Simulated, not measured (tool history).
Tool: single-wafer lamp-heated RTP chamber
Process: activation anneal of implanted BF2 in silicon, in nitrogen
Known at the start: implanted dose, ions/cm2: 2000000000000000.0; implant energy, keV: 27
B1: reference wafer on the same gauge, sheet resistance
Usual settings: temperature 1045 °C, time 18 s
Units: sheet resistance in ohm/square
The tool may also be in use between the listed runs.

Run 1, day 0.000: usual settings; B1 137.92. Result: sheet resistance 117.90 ohm/square.
Run 2, day 3.021: usual settings; B1 138.02. Result: sheet resistance 117.48 ohm/square.
At day 5.950: reflector plate cleaned.
Run 3, day 14.717: usual settings; B1 138.03. Result: sheet resistance 117.44 ohm/square.
At day 15.404: pyrometer window cleaned and pyrometer calibrated.
Run 4, day 16.825: usual settings; B1 138.07. Result: sheet resistance 117.94 ohm/square.
Run 5, day 19.904: usual settings; B1 138.17. Result: sheet resistance 118.07 ohm/square.
Run 6, day 23.192: usual settings; B1 138.17. Result: sheet resistance 117.81 ohm/square.
Run 7, day 25.712: usual settings but temperature 1051 °C; B1 138.05. Result: sheet resistance 113.29 ohm/square.
Run 8, day 28.729: usual settings; B1 138.01. Result: sheet resistance 118.03 ohm/square.
Run 9, day 31.725: usual settings; B1 137.90. Result: sheet resistance 118.11 ohm/square.
Run 10, day 33.288: usual settings; B1 138.29. Result: sheet resistance 118.60 ohm/square.
At day 35.708: reflector plate cleaned.
Run 11, day 35.729: usual settings but temperature 1021 °C, time 20 s; B1 137.80. Result: sheet resistance 136.10 ohm/square.
At day 36.812: pyrometer window cleaned and pyrometer calibrated.
Run 12, day 37.129: usual settings but temperature 1021 °C, time 20 s; B1 138.23. Result: sheet resistance 136.43 ohm/square.
Run 13, day 39.979: usual settings but temperature 1021 °C, time 20 s; B1 137.99. Result: sheet resistance 136.73 ohm/square.
Run 14, day 42.775: usual settings but temperature 1057 °C; B1 137.83. Result: sheet resistance 108.54 ohm/square.
Run 15, day 44.362: usual settings but temperature 1057 °C; B1 137.97. Result: sheet resistance 108.58 ohm/square.
Run 16, day 48.308: usual settings but temperature 1054 °C, time 10 s; B1 137.93. Result: sheet resistance 123.05 ohm/square.
Run 17, day 52.004: usual settings but time 27 s; B1 138.06. Result: sheet resistance 108.80 ohm/square.
Run 18, day 54.392: usual settings; B1 138.00. Result: sheet resistance 117.87 ohm/square.
Run 19, day 56.021: usual settings but temperature 1055 °C; B1 138.07. Result: sheet resistance 110.43 ohm/square.
At day 58.071: pyrometer window cleaned and pyrometer calibrated.
Run 20, day 59.721: usual settings but temperature 1017 °C, time 11 s; B1 138.06. Result: sheet resistance 152.76 ohm/square.
Run 21, day 63.779: usual settings but temperature 1066 °C, time 11 s; B1 137.90. Result: sheet resistance 112.26 ohm/square.

Run 22 comes next. What will it give?
Run 22, day 67.879: usual settings; B1 ?. Result: sheet resistance ?.

Run 22 gave B1 137.99, sheet resistance 118.26 ohm/square.
Without the tool's hidden state the same run would have given sheet resistance 118.26 ohm/square.
